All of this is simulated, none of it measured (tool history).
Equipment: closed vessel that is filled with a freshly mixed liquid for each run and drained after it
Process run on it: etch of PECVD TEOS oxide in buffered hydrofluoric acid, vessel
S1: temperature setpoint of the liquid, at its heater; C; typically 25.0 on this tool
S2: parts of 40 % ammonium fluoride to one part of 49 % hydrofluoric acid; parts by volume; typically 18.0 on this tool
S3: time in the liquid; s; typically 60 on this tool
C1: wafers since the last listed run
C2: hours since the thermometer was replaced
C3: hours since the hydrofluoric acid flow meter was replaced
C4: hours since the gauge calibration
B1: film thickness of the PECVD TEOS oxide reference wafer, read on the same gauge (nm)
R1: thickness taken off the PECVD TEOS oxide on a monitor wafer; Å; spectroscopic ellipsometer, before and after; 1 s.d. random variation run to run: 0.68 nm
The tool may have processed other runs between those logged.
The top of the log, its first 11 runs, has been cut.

| run | hour | S1 | S2 | S3 | C1 | C2 | C3 | C4 | B1 | R1 |
|---|---|---|---|---|---|---|---|---|---|---|
|  | 477.3 | hydrofluoric acid flow meter replaced |
| 12 | 526.7 | 25.0 | 19.5 | 60 | 4403 | 2219.2 | 49.4 | 87.5 | 79.99 | 668.5 |
| 13 | 556.5 | 26.5 | 22.0 | 60 | 2190 | 2249.0 | 79.2 | 117.3 | 80.00 | 662.6 |
|  | 601.7 | thermometer replaced |
| 14 | 604.2 | 26.0 | 18.0 | 60 | 3433 | 2.5 | 126.9 | 165.0 | 79.99 | 739.6 |
| 15 | 657.4 | 25.0 | 18.0 | 60 | 3911 | 55.7 | 180.1 | 218.2 | 80.02 | 701.3 |
|  | 666.1 | hydrofluoric acid flow meter replaced, repeated, since the last time left the tool worse |
| 16 | 711.5 | 25.0 | 14.0 | 95 | 3903 | 109.8 | 45.4 | 272.3 | 79.99 | 1633.1 |
| 17 | 752.2 | 25.0 | 18.0 | 60 | 2992 | 150.5 | 86.1 | 313.0 | 79.96 | 812.8 |
| 18 | 791.9 | 25.0 | 18.0 | 60 | 2918 | 190.2 | 125.8 | 352.7 | 80.02 | 815.2 |
| 19 | 842.4 | 22.5 | 18.0 | 30 | 3712 | 240.7 | 176.3 | 403.2 | 80.01 | 352.0 |
| 20 | 875.7 | 25.0 | 18.0 | 40 | 2448 | 274.0 | 209.6 | 436.5 | 80.01 | 540.8 |
| 21 | 905.4 | 25.0 | 11.0 | 75 | 2183 | 303.7 | 239.3 | 466.2 | 80.03 | 1640.8 |
| 22 | 930.5 | 22.0 | 18.0 | 50 | 1845 | 328.8 | 264.4 | 491.3 | 79.97 | 571.8 |
| 23 | 998.2 | 27.5 | 13.0 | 90 | 4977 | 396.5 | 332.1 | 559.0 | 79.97 | 1895.0 |
| 24 | 1069.5 | 25.0 | 12.0 | 30 | 5241 | 467.8 | 403.4 | 630.3 | 79.98 | 603.2 |
| 25 | 1105.9 | 22.5 | 18.0 | 60 | 2676 | 504.2 | 439.8 | 666.7 | 80.00 | 691.6 |
| 26 | 1139.1 | 25.0 | 18.0 | 60 | 2440 | 537.4 | 473.0 | 699.9 | 80.00 | 790.3 |
| 27 | 1178.8 | 27.5 | 13.0 | 90 | 2918 | 577.1 | 512.7 | 739.6 | 80.01 | 1877.2 |
| 28 | 1235.0 | 29.0 | 18.0 | 60 | 4131 | 633.3 | 568.9 | 795.8 | 80.03 | 963.0 |
| 29 | 1281.7 | 25.0 | 18.0 | 60 | 3433 | 680.0 | 615.6 | 842.5 | 80.00 | 795.3 |

Run 30 comes next. What will it give?
| 30 | 1313.7 | 25.0 | 13.5 | 60 | 2352 | 712.0 | 647.6 | 874.5 | ? | ? |

B1: 80.02
R1: 1041.0 Å
Were there no unlogged condition in the tool, this run, its random variation unchanged, would have produced R1 1076.2 Å.

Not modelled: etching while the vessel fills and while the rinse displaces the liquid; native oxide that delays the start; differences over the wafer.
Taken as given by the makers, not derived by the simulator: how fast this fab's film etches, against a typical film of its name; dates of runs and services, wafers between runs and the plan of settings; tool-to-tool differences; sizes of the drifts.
